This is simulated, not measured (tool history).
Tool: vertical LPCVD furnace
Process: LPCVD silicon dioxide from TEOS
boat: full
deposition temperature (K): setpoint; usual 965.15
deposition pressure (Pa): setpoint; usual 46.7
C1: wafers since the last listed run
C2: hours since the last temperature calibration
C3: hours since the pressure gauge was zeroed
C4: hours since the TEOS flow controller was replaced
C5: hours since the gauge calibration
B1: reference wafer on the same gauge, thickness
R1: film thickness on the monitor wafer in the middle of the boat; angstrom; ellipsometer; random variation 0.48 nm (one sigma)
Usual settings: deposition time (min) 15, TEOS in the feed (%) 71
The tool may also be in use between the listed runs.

Run 1, hour 0: usual settings; C1 0; C2 4273.6; C3 1937.9; C4 4997.6; C5 545; B1 103.42. Result: R1 893 angstrom.
Run 2, hour 34.7: usual settings; C1 447; C2 4308.3; C3 1972.6; C4 5032.3; C5 579.7; B1 103.52. Result: R1 892.2 angstrom.
Run 3, hour 54.3: usual settings; C1 252; C2 4327.9; C3 1992.2; C4 5051.9; C5 599.3; B1 103.28. Result: R1 884.9 angstrom.
Run 4, hour 66.3: usual settings; C1 154; C2 4339.9; C3 2004.2; C4 5063.9; C5 611.3; B1 103.5. Result: R1 885.1 angstrom.
Run 5, hour 89.6: usual settings; C1 300; C2 4363.2; C3 2027.5; C4 5087.2; C5 634.6; B1 103.41. Result: R1 887.8 angstrom.
Run 6, hour 107.4: usual settings; C1 229; C2 4381; C3 2045.3; C4 5105; C5 652.4; B1 103.26. Result: R1 891.5 angstrom.
Run 7, hour 131.5: usual settings; C1 310; C2 4405.1; C3 2069.4; C4 5129.1; C5 676.5; B1 103.29. Result: R1 889.3 angstrom.
Run 8, hour 151.2: usual settings; C1 254; C2 4424.8; C3 2089.1; C4 5148.8; C5 696.2; B1 103.1. Result: R1 899.7 angstrom.
Run 9, hour 174.1: usual settings; C1 295; C2 4447.7; C3 2112; C4 5171.7; C5 719.1; B1 103.14. Result: R1 889.5 angstrom.
Run 10, hour 207.3: usual settings; C1 428; C2 4480.9; C3 2145.2; C4 5204.9; C5 752.3; B1 103.16. Result: R1 883.3 angstrom.
Run 11, hour 224.3: usual settings but deposition temperature (K) 976.15, deposition pressure (Pa) 41.3, deposition time (min) 18; C1 219; C2 4497.9; C3 2162.2; C4 5221.9; C5 769.3; B1 102.97. Result: R1 1299 angstrom.
Run 12, hour 240: usual settings; C1 202; C2 4513.6; C3 2177.9; C4 5237.6; C5 785; B1 103.02. Result: R1 887.7 angstrom.
Run 13, hour 262.6: usual settings but deposition pressure (Pa) 38, deposition time (min) 9.5, TEOS in the feed (%) 81; C1 291; C2 4536.2; C3 2200.5; C4 5260.2; C5 807.6; B1 102.82. Result: R1 539.1 angstrom.
Run 14, hour 291.6: usual settings but deposition time (min) 10, TEOS in the feed (%) 63; C1 373; C2 4565.2; C3 2229.5; C4 5289.2; C5 836.6; B1 102.85. Result: R1 551.5 angstrom.
Run 15, hour 313.6: usual settings but deposition temperature (K) 961.15, deposition time (min) 9.5; C1 283; C2 4587.2; C3 2251.5; C4 5311.2; C5 858.6; B1 102.73. Result: R1 508.5 angstrom.
At hour 340.2: pressure gauge zeroed.
Run 16, hour 340.7: usual settings but deposition pressure (Pa) 56, TEOS in the feed (%) 61; C1 39; C2 4614.3; C3 0.5; C4 5338.3; C5 885.7; B1 102.68. Result: R1 899.4 angstrom.
Run 17, hour 356.3: usual settings but TEOS in the feed (%) 61; C1 201; C2 4629.9; C3 16.1; C4 5353.9; C5 901.3; B1 102.62. Result: R1 816.9 angstrom.
Run 18, hour 370.4: usual settings but deposition temperature (K) 973.15; C1 181; C2 4644; C3 30.2; C4 5368; C5 915.4; B1 102.54. Result: R1 1062.7 angstrom.

The next listed run, before its measurement:
At hour 429.3: thermocouples replaced and temperature profile calibrated.
At hour 429.9: TEOS flow controller replaced.
Run 19, hour 430.4: usual settings; C1 456; C2 1.1; C3 90.2; C4 0.5; C5 975.4; B1 ?. Result: R1 ?.

B1: 102.32
R1: 874.1 angstrom
Without the tool's hidden state the same run would have given R1 890.8 angstrom.
